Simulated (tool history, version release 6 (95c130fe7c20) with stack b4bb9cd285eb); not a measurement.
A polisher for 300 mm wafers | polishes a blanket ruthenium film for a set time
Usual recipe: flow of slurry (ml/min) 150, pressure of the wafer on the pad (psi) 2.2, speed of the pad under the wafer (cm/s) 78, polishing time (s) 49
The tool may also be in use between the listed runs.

run,hour,flow of slurry (ml/min),pressure of the wafer on the pad (psi),speed of the pad under the wafer (cm/s),polishing time (s),"incoming thickness of the incoming film, nm",film removed (angstrom)
1,0,150,1.9,78,49,496.2,509
2,95.2,150,1.9,78,49,504.6,513
3,181.5,150,2.7,78,38,497.2,534
# hour 224.8: head pressure recalibrated
4,256,150,2.7,78,38,498.3,497
5,311.7,175,2.2,88,49,506.9,621
# hour 358.5: worn pad replaced by a new one
6,399.4,175,2.2,88,49,504.9,677
# hour 444.9: slurry nozzle cleaned
7,462.1,150,2.2,78,49,504.7,580
8,540.2,150,1.7,78,49,493.2,475
9,591.8,150,2.8,78,49,498.9,705
10,693.5,150,2.2,78,49,500.9,585
# hour 704.4: head pressure recalibrated
# hour 759.8: worn pad replaced by a new one
11,766.1,150,2.2,78,49,489.1,573
12,866.1,150,2.2,78,49,497.8,561
13,933.5,150,2.2,78,49,497.7,567
# hour 992.2: slurry nozzle cleaned
14,1160,150,2.9,54,49,503.1,517
# hour 1182.4: head pressure recalibrated
# hour 1188.2: worn pad replaced by a new one
15,1239,150,2.2,78,49,500.3,554
16,1340.9,150,2.2,78,49,500,561
17,1413,105,2.2,78,49,507.9,533
18,1456.8,150,2.2,78,49,503.6,559
# hour 1550.6: slurry nozzle cleaned
# hour 1609.9: head pressure recalibrated
# hour 1614.6: worn pad replaced by a new one
19,1731.4,150,2.2,78,49,497.9,567
20,1769.6,150,2.2,78,38,494,441
21,1821.2,125,1.6,52,43,495.9,261
22,1915.6,150,2.2,78,41,501.2,479
23,2002,125,1.5,68,64,505.3,487
24,2041.2,150,2.2,70,42,507.4,458
# hour 2067.1: head pressure recalibrated
25,2078.1,195,1.6,62,39,499.4,274
# hour 2103.4: worn pad replaced by a new one
# hour 2140.2: slurry nozzle cleaned
26,2149.9,105,2.9,102,57,499.2,1001
27,2222.3,150,2.2,78,49,506.9,549

Here are 4 independent what-if runs from the current tool condition. What would each one return?
A,2222.7,115,2.2,78,49,496.9,?
B,2222.7,150,2.2,68,43,496.9,?
C,2222.7,150,2,78,60,496.9,?
D,2222.7,195,2.8,86,64,496.9,?

run,film removed (angstrom)
A,540
B,432
C,636
D,1003
Take away the tool's hidden state, keep each run's random variation, and the runs would have read:
run,film removed (angstrom)
A,546
B,437
C,643
D,1013
